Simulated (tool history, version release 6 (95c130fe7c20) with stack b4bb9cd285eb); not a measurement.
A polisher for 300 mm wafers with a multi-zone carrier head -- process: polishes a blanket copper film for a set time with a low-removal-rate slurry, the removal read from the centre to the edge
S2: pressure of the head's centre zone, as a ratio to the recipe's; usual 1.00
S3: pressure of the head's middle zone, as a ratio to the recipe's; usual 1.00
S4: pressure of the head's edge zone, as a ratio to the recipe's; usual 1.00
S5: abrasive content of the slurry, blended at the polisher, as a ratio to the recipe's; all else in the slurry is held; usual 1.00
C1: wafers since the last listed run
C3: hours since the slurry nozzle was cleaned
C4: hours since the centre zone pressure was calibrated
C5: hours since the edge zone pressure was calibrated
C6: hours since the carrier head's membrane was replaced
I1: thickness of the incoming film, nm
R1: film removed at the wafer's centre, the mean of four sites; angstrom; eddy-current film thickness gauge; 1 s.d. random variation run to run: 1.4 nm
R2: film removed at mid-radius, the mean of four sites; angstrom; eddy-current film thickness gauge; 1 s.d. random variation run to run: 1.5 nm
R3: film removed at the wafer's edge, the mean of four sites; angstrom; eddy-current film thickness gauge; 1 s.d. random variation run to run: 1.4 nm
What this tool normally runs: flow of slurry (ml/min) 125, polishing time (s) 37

run 1 hour=0.0 | flow_of_slurry_(ml/min)=125 S2=1.00 S3=1.00 S4=1.00 S5=1.00 polishing_time_(s)=37 | C1=0 wafers_polished_on_this_pad=550 C3=280.4 C4=1149.5 C5=687.1 C6=1152.4 | I1=1138.1 | R1=946 R2=1015 R3=1008
run 2 hour=16.5 | flow_of_slurry_(ml/min)=125 S2=1.00 S3=1.00 S4=1.00 S5=1.00 polishing_time_(s)=37 | C1=153 wafers_polished_on_this_pad=703 C3=296.9 C4=1166.0 C5=703.6 C6=1168.9 | I1=1126.8 | R1=958 R2=984 R3=1008
-- hour=35.4 worn pad replaced by a new one, of another model than before
run 3 hour=35.9 | flow_of_slurry_(ml/min)=125 S2=1.00 S3=1.00 S4=1.00 S5=1.00 polishing_time_(s)=37 | C1=143 wafers_polished_on_this_pad=4 C3=316.3 C4=1185.4 C5=723.0 C6=1188.3 | I1=1113.1 | R1=1013 R2=1086 R3=1044
run 4 hour=46.8 | flow_of_slurry_(ml/min)=125 S2=1.00 S3=1.00 S4=1.00 S5=1.00 polishing_time_(s)=37 | C1=101 wafers_polished_on_this_pad=105 C3=327.2 C4=1196.3 C5=733.9 C6=1199.2 | I1=1144.1 | R1=1018 R2=1054 R3=1035
-- hour=58.2 slurry nozzle cleaned
run 5 hour=58.7 | flow_of_slurry_(ml/min)=125 S2=1.00 S3=1.00 S4=1.00 S5=1.00 polishing_time_(s)=37 | C1=101 wafers_polished_on_this_pad=207 C3=0.5 C4=1208.2 C5=745.8 C6=1211.1 | I1=1116.2 | R1=1113 R2=1118 R3=1110
run 6 hour=71.3 | flow_of_slurry_(ml/min)=125 S2=1.00 S3=1.00 S4=1.00 S5=1.00 polishing_time_(s)=37 | C1=117 wafers_polished_on_this_pad=324 C3=13.1 C4=1220.8 C5=758.4 C6=1223.7 | I1=1128.8 | R1=1115 R2=1175 R3=1136
run 7 hour=77.8 | flow_of_slurry_(ml/min)=125 S2=1.00 S3=1.00 S4=1.00 S5=1.00 polishing_time_(s)=37 | C1=60 wafers_polished_on_this_pad=384 C3=19.6 C4=1227.3 C5=764.9 C6=1230.2 | I1=1121.3 | R1=1100 R2=1152 R3=1106
run 8 hour=88.2 | flow_of_slurry_(ml/min)=125 S2=1.00 S3=1.00 S4=1.00 S5=1.00 polishing_time_(s)=37 | C1=96 wafers_polished_on_this_pad=481 C3=30.0 C4=1237.7 C5=775.3 C6=1240.6 | I1=1125.6 | R1=1116 R2=1142 R3=1083
run 9 hour=95.0 | flow_of_slurry_(ml/min)=125 S2=1.00 S3=1.00 S4=1.00 S5=1.00 polishing_time_(s)=37 | C1=63 wafers_polished_on_this_pad=544 C3=36.8 C4=1244.5 C5=782.1 C6=1247.4 | I1=1122.8 | R1=1095 R2=1136 R3=1079
-- hour=103.9 carrier head's membrane replaced by a new one
run 10 hour=104.4 | flow_of_slurry_(ml/min)=95 S2=0.89 S3=1.07 S4=1.00 S5=1.20 polishing_time_(s)=37 | C1=40 wafers_polished_on_this_pad=585 C3=46.2 C4=1253.9 C5=791.5 C6=0.5 | I1=1124.9 | R1=944 R2=1183 R3=1097
run 11 hour=119.3 | flow_of_slurry_(ml/min)=125 S2=1.00 S3=1.00 S4=1.00 S5=1.00 polishing_time_(s)=37 | C1=138 wafers_polished_on_this_pad=723 C3=61.1 C4=1268.8 C5=806.4 C6=15.4 | I1=1110.8 | R1=1082 R2=1123 R3=1121
run 12 hour=127.6 | flow_of_slurry_(ml/min)=125 S2=1.00 S3=1.00 S4=1.00 S5=1.00 polishing_time_(s)=37 | C1=77 wafers_polished_on_this_pad=800 C3=69.4 C4=1277.1 C5=814.7 C6=23.7 | I1=1121.2 | R1=1085 R2=1104 R3=1067
run 13 hour=134.9 | flow_of_slurry_(ml/min)=125 S2=1.00 S3=1.00 S4=1.00 S5=1.00 polishing_time_(s)=37 | C1=67 wafers_polished_on_this_pad=868 C3=76.7 C4=1284.4 C5=822.0 C6=31.0 | I1=1102.0 | R1=1058 R2=1106 R3=1109
-- hour=145.6 worn pad replaced by a new one
run 14 hour=146.1 | flow_of_slurry_(ml/min)=125 S2=1.00 S3=1.00 S4=1.10 S5=1.15 polishing_time_(s)=37 | C1=66 wafers_polished_on_this_pad=4 C3=87.9 C4=1295.6 C5=833.2 C6=42.2 | I1=1123.5 | R1=1105 R2=1143 R3=1141
-- hour=158.7 centre zone pressure recalibrated
-- hour=160.6 edge zone pressure recalibrated
run 15 hour=179.8 | flow_of_slurry_(ml/min)=125 S2=1.00 S3=0.89 S4=1.00 S5=1.00 polishing_time_(s)=42 | C1=277 wafers_polished_on_this_pad=281 C3=121.6 C4=21.1 C5=19.2 C6=75.9 | I1=1103.8 | R1=1195 R2=1111 R3=1252
run 16 hour=193.2 | flow_of_slurry_(ml/min)=140 S2=1.00 S3=1.00 S4=1.12 S5=1.25 polishing_time_(s)=49 | C1=124 wafers_polished_on_this_pad=406 C3=135.0 C4=34.5 C5=32.6 C6=89.3 | I1=1107.2 | R1=1494 R2=1563 R3=1573
run 17 hour=206.7 | flow_of_slurry_(ml/min)=125 S2=1.00 S3=1.00 S4=1.00 S5=0.80 polishing_time_(s)=37 | C1=125 wafers_polished_on_this_pad=531 C3=148.5 C4=48.0 C5=46.1 C6=102.8 | I1=1135.0 | R1=995 R2=1037 R3=1041
run 18 hour=223.4 | flow_of_slurry_(ml/min)=125 S2=1.00 S3=1.00 S4=1.00 S5=1.00 polishing_time_(s)=37 | C1=155 wafers_polished_on_this_pad=686 C3=165.2 C4=64.7 C5=62.8 C6=119.5 | I1=1120.4 | R1=1038 R2=1082 R3=1056
run 19 hour=240.2 | flow_of_slurry_(ml/min)=125 S2=0.95 S3=1.00 S4=0.94 S5=0.70 polishing_time_(s)=37 | C1=156 wafers_polished_on_this_pad=842 C3=182.0 C4=81.5 C5=79.6 C6=136.3 | I1=1115.8 | R1=933 R2=1005 R3=964
-- hour=247.7 worn pad replaced by a new one
run 20 hour=253.6 | flow_of_slurry_(ml/min)=125 S2=0.92 S3=1.00 S4=1.06 S5=1.25 polishing_time_(s)=28 | C1=87 wafers_polished_on_this_pad=54 C3=195.4 C4=94.9 C5=93.0 C6=149.7 | I1=1122.0 | R1=745 R2=852 R3=854

Here are 5 independent what-if runs from the current tool condition. What would each one return?
run A hour=254.0 | flow_of_slurry_(ml/min)=125 S2=1.00 S3=1.00 S4=1.00 S5=1.00 polishing_time_(s)=37 | C1=3 wafers_polished_on_this_pad=58 C3=195.8 C4=95.3 C5=93.4 C6=150.1 | I1=1126.2 | R1=? R2=? R3=?
run B hour=254.0 | flow_of_slurry_(ml/min)=125 S2=1.00 S3=1.00 S4=0.90 S5=1.00 polishing_time_(s)=37 | C1=3 wafers_polished_on_this_pad=58 C3=195.8 C4=95.3 C5=93.4 C6=150.1 | I1=1126.2 | R1=? R2=? R3=?
run C hour=254.0 | flow_of_slurry_(ml/min)=125 S2=1.00 S3=0.88 S4=1.00 S5=1.00 polishing_time_(s)=37 | C1=3 wafers_polished_on_this_pad=58 C3=195.8 C4=95.3 C5=93.4 C6=150.1 | I1=1126.2 | R1=? R2=? R3=?
run D hour=254.0 | flow_of_slurry_(ml/min)=125 S2=1.00 S3=0.91 S4=1.00 S5=1.00 polishing_time_(s)=37 | C1=3 wafers_polished_on_this_pad=58 C3=195.8 C4=95.3 C5=93.4 C6=150.1 | I1=1126.2 | R1=? R2=? R3=?
run E hour=254.0 | flow_of_slurry_(ml/min)=125 S2=1.00 S3=1.03 S4=1.00 S5=1.00 polishing_time_(s)=37 | C1=3 wafers_polished_on_this_pad=58 C3=195.8 C4=95.3 C5=93.4 C6=150.1 | I1=1126.2 | R1=? R2=? R3=?

run=A R1=1049 R2=1072 R3=1046
run=B R1=1049 R2=1073 R3=996
run=C R1=1048 R2=964 R3=1048
run=D R1=1048 R2=991 R3=1047
run=E R1=1049 R2=1100 R3=1046
With no hidden state in the tool, these same runs would have given:
run=A R1=1140 R2=1153 R3=1099
run=B R1=1140 R2=1153 R3=1046
run=C R1=1139 R2=1036 R3=1101
run=D R1=1139 R2=1065 R3=1101
run=E R1=1140 R2=1182 R3=1099

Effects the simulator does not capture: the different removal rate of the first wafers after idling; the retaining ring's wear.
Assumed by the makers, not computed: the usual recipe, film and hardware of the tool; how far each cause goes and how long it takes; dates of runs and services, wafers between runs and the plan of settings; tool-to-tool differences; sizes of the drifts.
